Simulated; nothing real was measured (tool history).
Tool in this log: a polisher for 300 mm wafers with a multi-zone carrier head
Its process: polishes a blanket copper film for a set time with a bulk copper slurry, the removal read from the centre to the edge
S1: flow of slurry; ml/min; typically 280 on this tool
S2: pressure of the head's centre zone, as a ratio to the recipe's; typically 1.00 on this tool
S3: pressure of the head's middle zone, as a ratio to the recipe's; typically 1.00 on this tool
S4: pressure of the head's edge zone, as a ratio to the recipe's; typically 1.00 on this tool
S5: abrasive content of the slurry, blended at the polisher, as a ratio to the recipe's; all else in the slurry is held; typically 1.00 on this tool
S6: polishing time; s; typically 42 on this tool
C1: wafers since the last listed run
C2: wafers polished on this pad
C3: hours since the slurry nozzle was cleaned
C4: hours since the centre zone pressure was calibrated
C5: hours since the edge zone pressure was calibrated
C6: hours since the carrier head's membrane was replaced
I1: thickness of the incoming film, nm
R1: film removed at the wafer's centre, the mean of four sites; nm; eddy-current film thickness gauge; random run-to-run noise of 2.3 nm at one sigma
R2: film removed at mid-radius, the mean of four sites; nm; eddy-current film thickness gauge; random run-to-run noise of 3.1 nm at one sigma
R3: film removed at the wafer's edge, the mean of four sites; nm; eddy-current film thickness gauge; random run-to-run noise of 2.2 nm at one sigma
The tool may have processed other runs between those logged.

{"run": 1, "day": 0.0, "S1": 245, "S2": 1.0, "S3": 1.08, "S4": 1.0, "S5": 1.0, "S6": 42, "C1": 0, "C2": 1313, "C3": 40.1, "C4": 137.4, "C5": 17.1, "C6": 955.4, "I1": 2594.7, "R1": 217.6, "R2": 229.2, "R3": 215.1}
{"run": 2, "day": 2.354, "S1": 245, "S2": 1.0, "S3": 1.08, "S4": 1.0, "S5": 1.0, "S6": 42, "C1": 768, "C2": 2081, "C3": 96.6, "C4": 193.9, "C5": 73.6, "C6": 1011.9, "I1": 2595.8, "R1": 215.8, "R2": 232.0, "R3": 212.9}
{"day": 10.162, "done": "worn pad replaced by a new one"}
{"run": 3, "day": 11.017, "S1": 245, "S2": 1.0, "S3": 1.08, "S4": 1.0, "S5": 1.0, "S6": 42, "C1": 2772, "C2": 278, "C3": 304.5, "C4": 401.8, "C5": 281.5, "C6": 1219.8, "I1": 2639.9, "R1": 225.7, "R2": 229.2, "R3": 220.2}
{"day": 11.954, "done": "slurry nozzle cleaned"}
{"day": 12.279, "done": "centre zone pressure recalibrated"}
{"run": 4, "day": 13.775, "S1": 280, "S2": 1.0, "S3": 1.0, "S4": 1.0, "S5": 1.0, "S6": 48, "C1": 859, "C2": 1138, "C3": 43.7, "C4": 35.9, "C5": 347.7, "C6": 1286.0, "I1": 2590.0, "R1": 250.7, "R2": 250.2, "R3": 250.2}
{"run": 5, "day": 17.45, "S1": 280, "S2": 1.0, "S3": 1.0, "S4": 1.0, "S5": 1.0, "S6": 48, "C1": 1199, "C2": 2337, "C3": 131.9, "C4": 124.1, "C5": 435.9, "C6": 1374.2, "I1": 2619.5, "R1": 240.4, "R2": 247.4, "R3": 243.0}
{"day": 20.238, "done": "edge zone pressure recalibrated"}
{"run": 6, "day": 22.012, "S1": 280, "S2": 1.0, "S3": 1.0, "S4": 1.0, "S5": 1.0, "S6": 42, "C1": 1461, "C2": 3799, "C3": 241.4, "C4": 233.6, "C5": 42.6, "C6": 1483.7, "I1": 2575.2, "R1": 210.9, "R2": 217.0, "R3": 215.4}
{"day": 24.896, "done": "worn pad replaced by a new one"}
{"run": 7, "day": 26.075, "S1": 280, "S2": 1.0, "S3": 1.0, "S4": 1.0, "S5": 1.0, "S6": 42, "C1": 1271, "C2": 384, "C3": 338.9, "C4": 331.1, "C5": 140.1, "C6": 1581.2, "I1": 2653.8, "R1": 223.9, "R2": 227.1, "R3": 225.9}
{"day": 26.875, "done": "slurry nozzle cleaned"}
{"run": 8, "day": 28.883, "S1": 280, "S2": 1.0, "S3": 1.0, "S4": 1.07, "S5": 0.9, "S6": 42, "C1": 902, "C2": 1287, "C3": 48.2, "C4": 398.5, "C5": 207.5, "C6": 1648.6, "I1": 2642.1, "R1": 217.8, "R2": 211.2, "R3": 221.2}
{"day": 32.254, "done": "centre zone pressure recalibrated"}
{"day": 36.15, "done": "carrier head's membrane replaced by a new one"}
{"run": 9, "day": 37.267, "S1": 280, "S2": 1.0, "S3": 1.0, "S4": 1.07, "S5": 0.9, "S6": 42, "C1": 2640, "C2": 3927, "C3": 249.4, "C4": 120.3, "C5": 408.7, "C6": 26.8, "I1": 2650.7, "R1": 211.5, "R2": 210.9, "R3": 214.0}
{"day": 38.154, "done": "worn pad replaced by a new one"}
{"run": 10, "day": 41.333, "S1": 280, "S2": 1.0, "S3": 1.0, "S4": 1.07, "S5": 0.9, "S6": 42, "C1": 1272, "C2": 1036, "C3": 347.0, "C4": 217.9, "C5": 506.3, "C6": 124.4, "I1": 2643.0, "R1": 218.1, "R2": 218.3, "R3": 222.1}
{"day": 42.433, "done": "slurry nozzle cleaned"}
{"day": 44.504, "done": "edge zone pressure recalibrated"}
{"run": 11, "day": 45.029, "S1": 280, "S2": 1.08, "S3": 1.0, "S4": 1.0, "S5": 1.0, "S6": 55, "C1": 1165, "C2": 2202, "C3": 62.3, "C4": 306.6, "C5": 12.6, "C6": 213.1, "I1": 2596.3, "R1": 294.8, "R2": 285.1, "R3": 284.5}
{"run": 12, "day": 47.4, "S1": 280, "S2": 1.03, "S3": 1.0, "S4": 0.94, "S5": 1.15, "S6": 42, "C1": 773, "C2": 2975, "C3": 119.2, "C4": 363.5, "C5": 69.5, "C6": 270.0, "I1": 2600.9, "R1": 225.6, "R2": 216.6, "R3": 216.6}
{"day": 50.342, "done": "centre zone pressure recalibrated"}
{"run": 13, "day": 50.646, "S1": 220, "S2": 0.96, "S3": 1.06, "S4": 1.0, "S5": 1.0, "S6": 29, "C1": 1031, "C2": 4007, "C3": 197.1, "C4": 7.3, "C5": 147.4, "C6": 347.9, "I1": 2667.1, "R1": 137.0, "R2": 148.7, "R3": 142.3}
{"day": 51.604, "done": "worn pad replaced by a new one"}
{"run": 14, "day": 54.533, "S1": 280, "S2": 1.0, "S3": 1.0, "S4": 1.0, "S5": 1.0, "S6": 42, "C1": 1214, "C2": 956, "C3": 290.4, "C4": 100.6, "C5": 240.7, "C6": 441.2, "I1": 2630.1, "R1": 222.5, "R2": 218.4, "R3": 225.5}
{"day": 58.112, "done": "slurry nozzle cleaned"}
{"run": 15, "day": 58.496, "S1": 280, "S2": 0.93, "S3": 1.0, "S4": 1.08, "S5": 1.0, "S6": 42, "C1": 1279, "C2": 2235, "C3": 9.2, "C4": 195.7, "C5": 335.8, "C6": 536.3, "I1": 2623.7, "R1": 208.0, "R2": 213.2, "R3": 226.5}
{"run": 16, "day": 60.512, "S1": 280, "S2": 1.0, "S3": 1.0, "S4": 1.0, "S5": 1.0, "S6": 42, "C1": 658, "C2": 2894, "C3": 57.6, "C4": 244.1, "C5": 384.2, "C6": 584.7, "I1": 2595.8, "R1": 215.9, "R2": 215.6, "R3": 216.7}
{"day": 63.192, "done": "worn pad replaced by a new one"}
{"run": 17, "day": 64.038, "S1": 280, "S2": 1.0, "S3": 1.0, "S4": 0.9, "S5": 1.15, "S6": 42, "C1": 1095, "C2": 275, "C3": 142.2, "C4": 328.7, "C5": 468.8, "C6": 669.3, "I1": 2620.4, "R1": 233.9, "R2": 237.2, "R3": 226.2}
{"run": 18, "day": 66.338, "S1": 280, "S2": 1.07, "S3": 1.0, "S4": 1.05, "S5": 0.85, "S6": 55, "C1": 750, "C2": 1026, "C3": 197.4, "C4": 383.9, "C5": 524.0, "C6": 724.5, "I1": 2678.7, "R1": 293.9, "R2": 280.4, "R3": 290.5}

Below, each run's measurement less what the same run would have read without the hidden state. Both values contain the same run-to-run variation, but the gauge's scatter may not be the same in both:
What the log doesn't record here: removal rate lost through wear of the pad, %; slurry flow missing at the pad, %; deviation of the centre zone's pressure from its setpoint, %; deviation of the edge zone's pressure from its setpoint, %.
run=1 R1=-11.3 R2=-11.9 R3=-11.2
run=2 R1=-14.3 R2=-15.3 R3=-14.0
run=3 R1=-5.1 R2=-5.2 R3=-5.1
run=4 R1=-13.9 R2=-13.9 R3=-13.9
run=5 R1=-18.7 R2=-19.2 R3=-18.9
run=6 R1=-18.9 R2=-19.4 R3=-19.3
run=7 R1=-5.3 R2=-5.5 R3=-5.4
run=8 R1=-11.9 R2=-11.5 R3=-12.1
run=9 R1=-18.2 R2=-18.1 R3=-18.3
run=10 R1=-10.6 R2=-10.6 R3=-10.8
run=11 R1=-21.5 R2=-20.8 R3=-20.8
run=12 R1=-18.3 R2=-17.5 R3=-17.5
run=13 R1=-11.9 R2=-12.9 R3=-12.4
run=14 R1=-9.4 R2=-9.2 R3=-9.5
run=15 R1=-14.3 R2=-14.7 R3=-15.6
run=16 R1=-16.3 R2=-16.3 R3=-16.4
run=17 R1=-4.7 R2=-4.7 R3=-4.6
run=18 R1=-14.2 R2=-13.6 R3=-14.1
